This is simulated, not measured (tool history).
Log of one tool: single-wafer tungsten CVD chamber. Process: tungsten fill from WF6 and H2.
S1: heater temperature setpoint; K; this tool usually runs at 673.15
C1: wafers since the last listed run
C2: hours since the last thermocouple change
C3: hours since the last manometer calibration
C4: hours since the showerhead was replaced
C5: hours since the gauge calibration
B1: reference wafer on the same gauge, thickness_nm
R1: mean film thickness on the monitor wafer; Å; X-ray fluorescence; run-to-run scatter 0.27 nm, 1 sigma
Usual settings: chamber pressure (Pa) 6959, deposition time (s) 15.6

run 1 hour=0 | S1=663.15 chamber_pressure_(Pa)=7906 deposition_time_(s)=15.6 | C1=0 C2=91.6 C3=1637.2 C4=1441.7 C5=1031.6 | B1=63.589 | R1=533.6
run 2 hour=88.7 | S1=663.15 chamber_pressure_(Pa)=7906 deposition_time_(s)=15.6 | C1=2705 C2=180.3 C3=1725.9 C4=1530.4 C5=1120.3 | B1=63.596 | R1=529.17
run 3 hour=155.2 | S1=663.15 chamber_pressure_(Pa)=7906 deposition_time_(s)=15.6 | C1=2028 C2=246.8 C3=1792.4 C4=1596.9 C5=1186.8 | B1=63.652 | R1=532.07
run 4 hour=248.5 | S1=673.15 chamber_pressure_(Pa)=6959 deposition_time_(s)=15.6 | C1=2845 C2=340.1 C3=1885.7 C4=1690.2 C5=1280.1 | B1=63.619 | R1=597.84
run 5 hour=309.6 | S1=673.15 chamber_pressure_(Pa)=6959 deposition_time_(s)=15.6 | C1=1863 C2=401.2 C3=1946.8 C4=1751.3 C5=1341.2 | B1=63.635 | R1=592.53
run 6 hour=408.2 | S1=673.15 chamber_pressure_(Pa)=6959 deposition_time_(s)=15.6 | C1=3007 C2=499.8 C3=2045.4 C4=1849.9 C5=1439.8 | B1=63.561 | R1=594.38
run 7 hour=507.3 | S1=662.15 chamber_pressure_(Pa)=8346 deposition_time_(s)=15.6 | C1=3022 C2=598.9 C3=2144.5 C4=1949 C5=1538.9 | B1=63.531 | R1=531.67
run 8 hour=550.4 | S1=662.15 chamber_pressure_(Pa)=8346 deposition_time_(s)=15.6 | C1=1314 C2=642 C3=2187.6 C4=1992.1 C5=1582 | B1=63.583 | R1=534.15
run 9 hour=636.8 | S1=662.15 chamber_pressure_(Pa)=8346 deposition_time_(s)=15.6 | C1=2635 C2=728.4 C3=2274 C4=2078.5 C5=1668.4 | B1=63.644 | R1=532.63
run 10 hour=699.7 | S1=673.15 chamber_pressure_(Pa)=6959 deposition_time_(s)=15.6 | C1=1918 C2=791.3 C3=2336.9 C4=2141.4 C5=1731.3 | B1=63.593 | R1=588.57
run 11 hour=774.8 | S1=673.15 chamber_pressure_(Pa)=6959 deposition_time_(s)=15.6 | C1=2290 C2=866.4 C3=2412 C4=2216.5 C5=1806.4 | B1=63.589 | R1=590.2
run 12 hour=866.8 | S1=673.15 chamber_pressure_(Pa)=6959 deposition_time_(s)=15.6 | C1=2806 C2=958.4 C3=2504 C4=2308.5 C5=1898.4 | B1=63.637 | R1=590.25
-- hour=900.1 gauge calibrated
-- hour=917 capacitance manometer re-zeroed and calibrated
run 13 hour=935.7 | S1=667.15 chamber_pressure_(Pa)=5840 deposition_time_(s)=15.6 | C1=1857 C2=1027.3 C3=18.7 C4=2377.4 C5=35.6 | B1=63.6 | R1=503.8
run 14 hour=1005.7 | S1=673.15 chamber_pressure_(Pa)=6959 deposition_time_(s)=15.6 | C1=2135 C2=1097.3 C3=88.7 C4=2447.4 C5=105.6 | B1=63.627 | R1=610.1
run 15 hour=1066.5 | S1=673.15 chamber_pressure_(Pa)=6959 deposition_time_(s)=15.6 | C1=1854 C2=1158.1 C3=149.5 C4=2508.2 C5=166.4 | B1=63.615 | R1=613.15
run 16 hour=1141.1 | S1=687.15 chamber_pressure_(Pa)=5426 deposition_time_(s)=18.2 | C1=2275 C2=1232.7 C3=224.1 C4=2582.8 C5=241 | B1=63.571 | R1=792.14
run 17 hour=1212 | S1=665.15 chamber_pressure_(Pa)=6959 deposition_time_(s)=17.5 | C1=2162 C2=1303.6 C3=295 C4=2653.7 C5=311.9 | B1=63.599 | R1=592.33
run 18 hour=1253.4 | S1=673.15 chamber_pressure_(Pa)=6959 deposition_time_(s)=15.6 | C1=1262 C2=1345 C3=336.4 C4=2695.1 C5=353.3 | B1=63.591 | R1=606.67
run 19 hour=1312.1 | S1=664.15 chamber_pressure_(Pa)=6959 deposition_time_(s)=15.6 | C1=1790 C2=1403.7 C3=395.1 C4=2753.8 C5=412 | B1=63.576 | R1=518.14
-- hour=1321.9 thermocouple changed; heater temperature recalibrated
-- hour=1382.5 showerhead replaced
run 20 hour=1415 | S1=673.15 chamber_pressure_(Pa)=8039 deposition_time_(s)=13.9 | C1=2650 C2=93.1 C3=498 C4=32.5 C5=514.9 | B1=63.574 | R1=582.17
run 21 hour=1483.6 | S1=673.15 chamber_pressure_(Pa)=7439 deposition_time_(s)=12.7 | C1=2092 C2=161.7 C3=566.6 C4=101.1 C5=583.5 | B1=63.572 | R1=510.31
run 22 hour=1588.3 | S1=665.15 chamber_pressure_(Pa)=5466 deposition_time_(s)=18.6 | C1=3193 C2=266.4 C3=671.3 C4=205.8 C5=688.2 | B1=63.625 | R1=558.48
run 23 hour=1745.7 | S1=663.15 chamber_pressure_(Pa)=6959 deposition_time_(s)=15.6 | C1=4801 C2=423.8 C3=828.7 C4=363.2 C5=845.6 | B1=63.604 | R1=509.15
run 24 hour=1851.6 | S1=673.15 chamber_pressure_(Pa)=6959 deposition_time_(s)=15.6 | C1=3230 C2=529.7 C3=934.6 C4=469.1 C5=951.5 | B1=63.635 | R1=609.15
run 25 hour=1941.4 | S1=661.15 chamber_pressure_(Pa)=6959 deposition_time_(s)=12.6 | C1=2739 C2=619.5 C3=1024.4 C4=558.9 C5=1041.3 | B1=63.632 | R1=396.98

What if the next run were any one of these 5? Each begins from the tool's condition after run 25:
run A hour=1941.8 | S1=673.15 chamber_pressure_(Pa)=6959 deposition_time_(s)=15.6 | C1=12 C2=619.9 C3=1024.8 C4=559.3 C5=1041.7 | B1=? | R1=?
run B hour=1941.8 | S1=673.15 chamber_pressure_(Pa)=8039 deposition_time_(s)=12.9 | C1=12 C2=619.9 C3=1024.8 C4=559.3 C5=1041.7 | B1=? | R1=?
run C hour=1941.8 | S1=673.15 chamber_pressure_(Pa)=5973 deposition_time_(s)=15.6 | C1=12 C2=619.9 C3=1024.8 C4=559.3 C5=1041.7 | B1=? | R1=?
run D hour=1941.8 | S1=673.15 chamber_pressure_(Pa)=5773 deposition_time_(s)=15.6 | C1=12 C2=619.9 C3=1024.8 C4=559.3 C5=1041.7 | B1=? | R1=?
run E hour=1941.8 | S1=660.15 chamber_pressure_(Pa)=5720 deposition_time_(s)=17.7 | C1=12 C2=619.9 C3=1024.8 C4=559.3 C5=1041.7 | B1=? | R1=?

run=A B1=63.585 R1=607.75
run=B B1=63.585 R1=538.56
run=C B1=63.585 R1=562.56
run=D B1=63.585 R1=552.74
run=E B1=63.585 R1=495.66
Had the tool no hidden state, the same runs would have come out as:
run=A R1=610.24
run=B R1=540.77
run=C R1=564.93
run=D R1=555.1
run=E R1=497.78
